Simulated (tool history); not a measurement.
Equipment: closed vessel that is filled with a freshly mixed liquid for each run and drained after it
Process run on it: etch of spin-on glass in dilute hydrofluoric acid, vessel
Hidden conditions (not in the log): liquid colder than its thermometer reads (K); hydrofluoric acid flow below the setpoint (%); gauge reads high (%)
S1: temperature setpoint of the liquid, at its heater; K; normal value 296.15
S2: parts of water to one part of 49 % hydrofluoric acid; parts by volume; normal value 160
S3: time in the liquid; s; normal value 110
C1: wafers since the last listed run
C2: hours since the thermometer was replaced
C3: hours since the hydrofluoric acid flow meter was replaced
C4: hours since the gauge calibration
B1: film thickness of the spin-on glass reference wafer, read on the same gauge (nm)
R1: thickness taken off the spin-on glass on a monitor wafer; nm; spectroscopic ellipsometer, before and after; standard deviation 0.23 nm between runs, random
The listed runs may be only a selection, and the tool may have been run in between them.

run 1 hour=0 | S1=296.15 S2=160 S3=110 | C1=0 C2=1425.2 C3=1315 C4=718 | B1=130.05 | R1=21.3
run 2 hour=61.4 | S1=296.15 S2=160 S3=110 | C1=6290 C2=1486.6 C3=1376.4 C4=779.4 | B1=130.04 | R1=20.98
run 3 hour=98.1 | S1=296.15 S2=160 S3=80 | C1=3759 C2=1523.3 C3=1413.1 C4=816.1 | B1=130 | R1=15.62
run 4 hour=137.1 | S1=296.15 S2=160 S3=80 | C1=3995 C2=1562.3 C3=1452.1 C4=855.1 | B1=130 | R1=15.04
run 5 hour=169 | S1=296.15 S2=160 S3=80 | C1=3268 C2=1594.2 C3=1484 C4=887 | B1=129.98 | R1=15.5
run 6 hour=226.6 | S1=296.15 S2=160 S3=110 | C1=5901 C2=1651.8 C3=1541.6 C4=944.6 | B1=129.97 | R1=21.53
run 7 hour=283.7 | S1=296.15 S2=160 S3=110 | C1=5849 C2=1708.9 C3=1598.7 C4=1001.7 | B1=129.98 | R1=20.78
run 8 hour=321.2 | S1=296.15 S2=160 S3=110 | C1=3841 C2=1746.4 C3=1636.2 C4=1039.2 | B1=129.98 | R1=20.9
run 9 hour=396.2 | S1=296.15 S2=160 S3=110 | C1=7683 C2=1821.4 C3=1711.2 C4=1114.2 | B1=130.01 | R1=20.93
-- hour=417.1 hydrofluoric acid flow meter replaced
run 10 hour=424.2 | S1=296.15 S2=160 S3=110 | C1=2766 C2=1849.4 C3=7.1 C4=1142.2 | B1=129.99 | R1=20.83
run 11 hour=455.7 | S1=296.15 S2=160 S3=110 | C1=3227 C2=1880.9 C3=38.6 C4=1173.7 | B1=130.01 | R1=20.73
-- hour=509.9 gauge calibrated
run 12 hour=520.6 | S1=294.15 S2=110 S3=155 | C1=6648 C2=1945.8 C3=103.5 C4=10.7 | B1=130.04 | R1=42.38
run 13 hour=564.5 | S1=296.15 S2=200 S3=110 | C1=4497 C2=1989.7 C3=147.4 C4=54.6 | B1=129.97 | R1=16.23
run 14 hour=625.6 | S1=296.15 S2=125 S3=75 | C1=6259 C2=2050.8 C3=208.5 C4=115.7 | B1=130 | R1=18.78
-- hour=647.2 thermometer replaced
run 15 hour=665.2 | S1=296.15 S2=160 S3=110 | C1=3954 C2=18 C3=248.1 C4=155.3 | B1=130.06 | R1=23.06
run 16 hour=723.8 | S1=296.15 S2=125 S3=65 | C1=6003 C2=76.6 C3=306.7 C4=213.9 | B1=130.07 | R1=17.63
run 17 hour=756.4 | S1=296.15 S2=160 S3=110 | C1=3339 C2=109.2 C3=339.3 C4=246.5 | B1=129.98 | R1=23.02
run 18 hour=846 | S1=292.15 S2=105 S3=140 | C1=9179 C2=198.8 C3=428.9 C4=336.1 | B1=129.93 | R1=40.81
run 19 hour=889.4 | S1=296.15 S2=160 S3=110 | C1=4446 C2=242.2 C3=472.3 C4=379.5 | B1=129.99 | R1=22.78
run 20 hour=950.7 | S1=296.15 S2=160 S3=130 | C1=6280 C2=303.5 C3=533.6 C4=440.8 | B1=130.02 | R1=27.25
run 21 hour=994.1 | S1=299.15 S2=190 S3=165 | C1=4446 C2=346.9 C3=577 C4=484.2 | B1=130.03 | R1=30.49
run 22 hour=1058.9 | S1=292.65 S2=205 S3=90 | C1=6638 C2=411.7 C3=641.8 C4=549 | B1=130.02 | R1=12.15
run 23 hour=1088.5 | S1=291.15 S2=160 S3=90 | C1=3032 C2=441.3 C3=671.4 C4=578.6 | B1=130.01 | R1=14.86

What if the next run were any one of these 5? Each begins from the tool's condition after run 23:
run A hour=1089.2 | S1=296.15 S2=160 S3=110 | C1=71 C2=442 C3=672.1 C4=579.3 | B1=? | R1=?
run B hour=1089.2 | S1=296.15 S2=115 S3=70 | C1=71 C2=442 C3=672.1 C4=579.3 | B1=? | R1=?
run C hour=1089.2 | S1=299.65 S2=120 S3=75 | C1=71 C2=442 C3=672.1 C4=579.3 | B1=? | R1=?
run D hour=1089.2 | S1=298.15 S2=160 S3=110 | C1=71 C2=442 C3=672.1 C4=579.3 | B1=? | R1=?
run E hour=1089.2 | S1=297.65 S2=160 S3=110 | C1=71 C2=442 C3=672.1 C4=579.3 | B1=? | R1=?

run=A B1=130 R1=22.19
run=B B1=130 R1=20.66
run=C B1=130 R1=24.18
run=D B1=130 R1=23.95
run=E B1=130 R1=23.5
Stripped of hidden state, with their random variation kept, the same runs would have yielded:
run=A R1=22.75
run=B R1=21.2
run=C R1=24.79
run=D R1=24.55
run=E R1=24.09
